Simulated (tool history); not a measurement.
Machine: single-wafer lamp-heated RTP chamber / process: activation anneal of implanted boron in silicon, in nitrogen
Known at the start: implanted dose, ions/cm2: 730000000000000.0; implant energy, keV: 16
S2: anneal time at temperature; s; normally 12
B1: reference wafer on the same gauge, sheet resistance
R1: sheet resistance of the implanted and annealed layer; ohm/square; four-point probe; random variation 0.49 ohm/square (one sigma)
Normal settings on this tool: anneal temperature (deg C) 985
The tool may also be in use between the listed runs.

{"run": 1, "hour": 0.0, "anneal temperature (deg C)": 985, "S2": 12, "B1": 172.11, "R1": 164.83}
{"run": 2, "hour": 25.9, "anneal temperature (deg C)": 985, "S2": 12, "B1": 172.26, "R1": 163.73}
{"hour": 43.4, "done": "pyrometer window cleaned and pyrometer calibrated"}
{"run": 3, "hour": 86.8, "anneal temperature (deg C)": 985, "S2": 12, "B1": 172, "R1": 166.88}
{"run": 4, "hour": 119.4, "anneal temperature (deg C)": 985, "S2": 12, "B1": 172.1, "R1": 166.78}
{"run": 5, "hour": 183.1, "anneal temperature (deg C)": 985, "S2": 12, "B1": 171.85, "R1": 166.15}
{"run": 6, "hour": 221.4, "anneal temperature (deg C)": 985, "S2": 12, "B1": 172.14, "R1": 164.65}
{"hour": 282.1, "done": "pyrometer window cleaned and pyrometer calibrated"}
{"run": 7, "hour": 288.5, "anneal temperature (deg C)": 985, "S2": 12, "B1": 172.01, "R1": 162.79}
{"run": 8, "hour": 351.6, "anneal temperature (deg C)": 985, "S2": 12, "B1": 172.08, "R1": 161.46}
{"hour": 373.0, "done": "gauge calibrated"}
{"run": 9, "hour": 397.3, "anneal temperature (deg C)": 985, "S2": 12, "B1": 172.13, "R1": 161.83}
{"hour": 429.6, "done": "reflector plate cleaned"}
{"run": 10, "hour": 432.6, "anneal temperature (deg C)": 971, "S2": 12, "B1": 171.84, "R1": 167.35}
{"run": 11, "hour": 477.1, "anneal temperature (deg C)": 1002, "S2": 9, "B1": 172.04, "R1": 157.53}
{"hour": 527.5, "done": "pyrometer window cleaned and pyrometer calibrated, repeated, since the last time left the tool worse"}
{"run": 12, "hour": 528.0, "anneal temperature (deg C)": 985, "S2": 12, "B1": 171.65, "R1": 167.18}
{"run": 13, "hour": 587.8, "anneal temperature (deg C)": 985, "S2": 12, "B1": 171.95, "R1": 166.06}
{"run": 14, "hour": 653.2, "anneal temperature (deg C)": 963, "S2": 15, "B1": 172.12, "R1": 182.58}
{"run": 15, "hour": 709.4, "anneal temperature (deg C)": 985, "S2": 12, "B1": 172.01, "R1": 164.68}
{"run": 16, "hour": 761.7, "anneal temperature (deg C)": 993, "S2": 8, "B1": 171.85, "R1": 162.45}
{"hour": 780.5, "done": "pyrometer window cleaned and pyrometer calibrated"}
{"run": 17, "hour": 802.1, "anneal temperature (deg C)": 1006, "S2": 15, "B1": 172.07, "R1": 157.91}
{"run": 18, "hour": 867.0, "anneal temperature (deg C)": 998, "S2": 16, "B1": 172.06, "R1": 158.75}
{"run": 19, "hour": 991.6, "anneal temperature (deg C)": 960, "S2": 19, "B1": 171.83, "R1": 182.29}

4 options for the next run, each taken on its own from the tool as it stands now. Forecast them:
{"run": "A", "hour": 992.0, "anneal temperature (deg C)": 967, "S2": 12, "B1": "?", "R1": "?"}
{"run": "B", "hour": 992.0, "anneal temperature (deg C)": 962, "S2": 12, "B1": "?", "R1": "?"}
{"run": "C", "hour": 992.0, "anneal temperature (deg C)": 958, "S2": 5, "B1": "?", "R1": "?"}
{"run": "D", "hour": 992.0, "anneal temperature (deg C)": 1002, "S2": 12, "B1": "?", "R1": "?"}

run=A B1=172.15 R1=179.38
run=B B1=172.15 R1=185.26
run=C B1=172.15 R1=198.25
run=D B1=172.15 R1=159.12
Stripped of hidden state, with their random variation kept, the same runs would have yielded:
run=A R1=185.4
run=B R1=192.44
run=C R1=207.77
run=D R1=160.5
